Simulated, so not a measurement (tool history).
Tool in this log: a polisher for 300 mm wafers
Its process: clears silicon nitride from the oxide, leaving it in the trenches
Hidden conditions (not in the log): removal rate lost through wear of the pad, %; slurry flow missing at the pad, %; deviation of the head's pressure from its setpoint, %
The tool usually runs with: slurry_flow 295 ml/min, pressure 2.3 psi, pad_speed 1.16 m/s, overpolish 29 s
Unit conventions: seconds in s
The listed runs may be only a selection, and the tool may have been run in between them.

| run | hour | slurry_flow | pressure | pad_speed | overpolish | wafers since the last listed run | wafers polished on this pad | hours since the slurry nozzle was cleaned | hours since the head pressure was calibrated | incoming thickness of the incoming film, nm | seconds |
|---|---|---|---|---|---|---|---|---|---|---|---|
| 1 | 0.0 | 295 | 2.3 | 1.16 | 29 | 0 | 2087 | 116.2 | 944.5 | 79.4 | 132.5 |
|  | 26.1 | worn pad replaced by a new one |
| 2 | 27.1 | 295 | 2.3 | 1.16 | 29 | 232 | 9 | 143.3 | 971.6 | 80.2 | 116.3 |
| 3 | 44.2 | 295 | 2.3 | 1.16 | 29 | 172 | 181 | 160.4 | 988.7 | 80.3 | 117.4 |
| 4 | 73.7 | 295 | 2.3 | 1.16 | 29 | 296 | 478 | 189.9 | 1018.2 | 79.5 | 123.2 |
| 5 | 87.0 | 295 | 2.3 | 1.16 | 29 | 133 | 612 | 203.2 | 1031.5 | 79.7 | 122.2 |
| 6 | 121.0 | 295 | 2.3 | 1.16 | 29 | 342 | 954 | 237.2 | 1065.5 | 78.3 | 123.6 |
| 7 | 148.3 | 295 | 2.6 | 1.16 | 29 | 274 | 1229 | 264.5 | 1092.8 | 79.9 | 107.3 |
| 8 | 181.7 | 295 | 2.6 | 1.16 | 29 | 336 | 1565 | 297.9 | 1126.2 | 80.9 | 115.2 |
| 9 | 206.3 | 295 | 2.6 | 1.16 | 29 | 247 | 1813 | 322.5 | 1150.8 | 80.1 | 115.2 |
| 10 | 223.7 | 295 | 2.3 | 1.16 | 29 | 175 | 1988 | 339.9 | 1168.2 | 80.7 | 134.4 |
| 11 | 244.4 | 295 | 2.3 | 1.16 | 29 | 208 | 2196 | 360.6 | 1188.9 | 79.6 | 129.9 |
|  | 265.8 | worn pad replaced by a new one |
|  | 310.6 | head pressure recalibrated |
| 12 | 324.8 | 295 | 2.3 | 1.16 | 29 | 748 | 574 | 441.0 | 14.2 | 79.7 | 117.7 |
|  | 334.7 | slurry nozzle cleaned |
| 13 | 352.7 | 295 | 2.3 | 1.16 | 29 | 270 | 844 | 18.0 | 42.1 | 80.6 | 121.9 |
| 14 | 377.4 | 295 | 2.3 | 1.16 | 29 | 248 | 1093 | 42.7 | 66.8 | 81.2 | 126.2 |
| 15 | 407.9 | 295 | 2.3 | 1.16 | 23 | 306 | 1400 | 73.2 | 97.3 | 79.9 | 128.9 |
| 16 | 424.5 | 350 | 1.7 | 1.30 | 16 | 167 | 1567 | 89.8 | 113.9 | 78.7 | 146.9 |
| 17 | 448.4 | 355 | 2.1 | 0.86 | 43 | 240 | 1807 | 113.7 | 137.8 | 79.0 | 187.7 |
| 18 | 481.2 | 200 | 2.5 | 0.84 | 29 | 330 | 2138 | 146.5 | 170.6 | 80.2 | 176.6 |
|  | 493.4 | worn pad replaced by a new one |
| 19 | 514.3 | 230 | 3.0 | 1.16 | 29 | 292 | 210 | 179.6 | 203.7 | 80.4 | 93.0 |
| 20 | 542.1 | 250 | 2.3 | 1.16 | 29 | 279 | 490 | 207.4 | 231.5 | 80.0 | 118.3 |
| 21 | 558.9 | 360 | 2.6 | 0.92 | 13 | 169 | 659 | 224.2 | 248.3 | 79.5 | 133.3 |
| 22 | 583.1 | 295 | 2.3 | 0.98 | 29 | 243 | 902 | 248.4 | 272.5 | 79.3 | 146.5 |
| 23 | 596.4 | 395 | 2.0 | 1.16 | 29 | 133 | 1036 | 261.7 | 285.8 | 79.9 | 141.1 |
| 24 | 618.4 | 295 | 2.9 | 1.16 | 29 | 221 | 1258 | 283.7 | 307.8 | 81.3 | 99.7 |
| 25 | 648.8 | 295 | 1.7 | 1.16 | 29 | 305 | 1564 | 314.1 | 338.2 | 78.9 | 169.6 |
| 26 | 665.4 | 255 | 2.3 | 0.86 | 38 | 167 | 1731 | 330.7 | 354.8 | 78.4 | 170.4 |
|  | 684.8 | worn pad replaced by a new one |
| 27 | 685.3 | 295 | 1.9 | 1.16 | 29 | 160 | 4 | 350.6 | 374.7 | 78.6 | 136.5 |
| 28 | 707.1 | 295 | 2.8 | 1.16 | 29 | 219 | 224 | 372.4 | 396.5 | 80.3 | 96.0 |
| 29 | 722.9 | 295 | 2.3 | 1.16 | 29 | 159 | 383 | 388.2 | 412.3 | 81.1 | 120.3 |
| 30 | 736.7 | 295 | 2.3 | 1.16 | 29 | 138 | 522 | 402.0 | 426.1 | 79.2 | 115.2 |
| 31 | 771.5 | 295 | 2.3 | 1.16 | 40 | 350 | 872 | 436.8 | 460.9 | 78.8 | 122.8 |
| 32 | 800.4 | 195 | 1.5 | 0.96 | 45 | 290 | 1163 | 465.7 | 489.8 | 80.2 | 241.1 |
| 33 | 819.6 | 295 | 2.3 | 1.16 | 29 | 193 | 1356 | 484.9 | 509.0 | 78.3 | 121.2 |
| 34 | 840.6 | 295 | 2.3 | 1.16 | 29 | 211 | 1567 | 505.9 | 530.0 | 81.3 | 126.1 |
| 35 | 854.2 | 295 | 2.3 | 1.16 | 29 | 136 | 1704 | 519.5 | 543.6 | 80.8 | 127.1 |
|  | 887.1 | slurry nozzle cleaned |
| 36 | 887.6 | 295 | 2.9 | 1.16 | 16 | 326 | 2030 | 0.5 | 577.0 | 79.1 | 102.6 |
| 37 | 913.7 | 370 | 2.3 | 1.00 | 45 | 262 | 2293 | 26.6 | 603.1 | 80.8 | 149.2 |

Measured result minus the same run's result without the hidden state. Both carry the same run-to-run variation, though not necessarily the same gauge scatter:
| run | seconds |
|---|---|
| 1 | +16.3 |
| 2 | +0.7 |
| 3 | +1.8 |
| 4 | +4.0 |
| 5 | +4.8 |
| 6 | +7.1 |
| 7 | +7.8 |
| 8 | +10.5 |
| 9 | +12.0 |
| 10 | +15.3 |
| 11 | +16.2 |
| 12 | +5.9 |
| 13 | +8.0 |
| 14 | +10.0 |
| 15 | +12.4 |
| 16 | +15.4 |
| 17 | +22.1 |
| 18 | +24.0 |
| 19 | +2.6 |
| 20 | +5.1 |
| 21 | +7.0 |
| 22 | +9.6 |
| 23 | +10.2 |
| 24 | +8.4 |
| 25 | +17.2 |
| 26 | +18.7 |
| 27 | +0.2 |
| 28 | +1.3 |
| 29 | +2.6 |
| 30 | +3.4 |
| 31 | +6.0 |
| 32 | +15.5 |
| 33 | +9.1 |
| 34 | +10.8 |
| 35 | +11.9 |
| 36 | +11.5 |
| 37 | +18.8 |
